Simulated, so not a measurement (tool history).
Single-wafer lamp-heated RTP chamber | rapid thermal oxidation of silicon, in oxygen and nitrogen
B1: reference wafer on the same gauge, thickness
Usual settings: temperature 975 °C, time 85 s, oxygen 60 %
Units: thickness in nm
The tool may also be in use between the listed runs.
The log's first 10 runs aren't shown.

{"day": 29.842, "done": "oxygen flow controller replaced"}
{"run": 11, "day": 31.329, "temperature": 998, "time": 54, "oxygen": 60, "B1": 5.871, "thickness": 4.878}
{"run": 12, "day": 35.612, "temperature": 975, "time": 102, "oxygen": 60, "B1": 5.868, "thickness": 5.458}
{"run": 13, "day": 38.408, "temperature": 975, "time": 102, "oxygen": 60, "B1": 5.868, "thickness": 5.482}
{"run": 14, "day": 40.733, "temperature": 975, "time": 102, "oxygen": 60, "B1": 5.874, "thickness": 5.514}
{"day": 43.175, "done": "pyrometer window cleaned and pyrometer calibrated"}
{"run": 15, "day": 43.196, "temperature": 975, "time": 85, "oxygen": 76, "B1": 5.869, "thickness": 5.336}
{"run": 16, "day": 45.533, "temperature": 975, "time": 69, "oxygen": 60, "B1": 5.865, "thickness": 4.525}
{"run": 17, "day": 48.333, "temperature": 975, "time": 69, "oxygen": 60, "B1": 5.869, "thickness": 4.559}
{"run": 18, "day": 49.867, "temperature": 975, "time": 85, "oxygen": 49, "B1": 5.877, "thickness": 4.668}
{"run": 19, "day": 52.562, "temperature": 975, "time": 85, "oxygen": 49, "B1": 5.868, "thickness": 4.661}
{"run": 20, "day": 55.271, "temperature": 990, "time": 68, "oxygen": 60, "B1": 5.862, "thickness": 5.103}
{"run": 21, "day": 57.988, "temperature": 995, "time": 85, "oxygen": 60, "B1": 5.867, "thickness": 5.82}
{"run": 22, "day": 60.792, "temperature": 947, "time": 85, "oxygen": 60, "B1": 5.869, "thickness": 4.141}
{"day": 62.408, "done": "pyrometer window cleaned and pyrometer calibrated"}
{"run": 23, "day": 63.004, "temperature": 975, "time": 85, "oxygen": 60, "B1": 5.872, "thickness": 4.953}
{"run": 24, "day": 65.108, "temperature": 959, "time": 63, "oxygen": 46, "B1": 5.867, "thickness": 3.662}
{"run": 25, "day": 66.862, "temperature": 998, "time": 69, "oxygen": 42, "B1": 5.871, "thickness": 4.767}
{"day": 67.821, "done": "gauge calibrated"}
{"run": 26, "day": 68.521, "temperature": 975, "time": 85, "oxygen": 60, "B1": 5.87, "thickness": 4.997}
{"run": 27, "day": 71.45, "temperature": 983, "time": 113, "oxygen": 74, "B1": 5.874, "thickness": 6.511}
{"run": 28, "day": 73.6, "temperature": 1005, "time": 85, "oxygen": 60, "B1": 5.873, "thickness": 6.26}
{"run": 29, "day": 75.017, "temperature": 975, "time": 85, "oxygen": 60, "B1": 5.877, "thickness": 5.062}
{"run": 30, "day": 76.167, "temperature": 975, "time": 64, "oxygen": 70, "B1": 5.877, "thickness": 4.733}

Forecast run 31:
{"run": 31, "day": 79.946, "temperature": 975, "time": 85, "oxygen": 60, "B1": "?", "thickness": "?"}

B1: 5.867
thickness: 5.088 nm
Without the tool's hidden state the same run would have given thickness 4.933 nm.

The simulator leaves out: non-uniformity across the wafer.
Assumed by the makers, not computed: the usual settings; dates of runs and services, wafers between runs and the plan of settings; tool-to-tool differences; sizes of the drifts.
